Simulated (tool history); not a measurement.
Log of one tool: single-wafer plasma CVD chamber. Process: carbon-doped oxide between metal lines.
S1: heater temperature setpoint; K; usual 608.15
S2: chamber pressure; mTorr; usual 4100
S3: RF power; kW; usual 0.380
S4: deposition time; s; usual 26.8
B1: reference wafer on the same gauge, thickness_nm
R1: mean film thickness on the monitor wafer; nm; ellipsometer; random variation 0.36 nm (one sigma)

run   hour      S1    S2     S3    S4       B1       R1
  1    0.0  617.15  4100  0.380  23.6  133.893  106.663
  2   13.2  617.15  4100  0.380  23.6  134.065  106.885
  3   46.5  608.15  4100  0.335  26.8  133.880  115.141
  4   71.7  608.15  4100  0.325  28.1  133.895  117.967
  5   96.4  608.15  4100  0.325  28.1  134.025  118.089
  6  110.5  608.15  4100  0.325  28.1  134.073  118.050
  7  127.2  608.15  4100  0.380  30.1  134.039  139.465
     127.8  -- gauge calibrated
  8  158.2  608.15  4100  0.380  26.8  134.121  124.240
  9  175.9  608.15  4340  0.380  26.8  134.005  126.200
 10  207.8  608.15  4340  0.380  26.8  133.923  126.407

The next listed run, before its measurement:
     243.9  -- RF generator calibrated
     248.7  -- thermocouple changed; heater temperature recalibrated
 11  261.9  608.15  4100  0.380  26.8   ?   ?

Run 11 gave B1 134.018, R1 129.246 nm.
Without the tool's hidden state the same run would have given R1 129.519 nm.
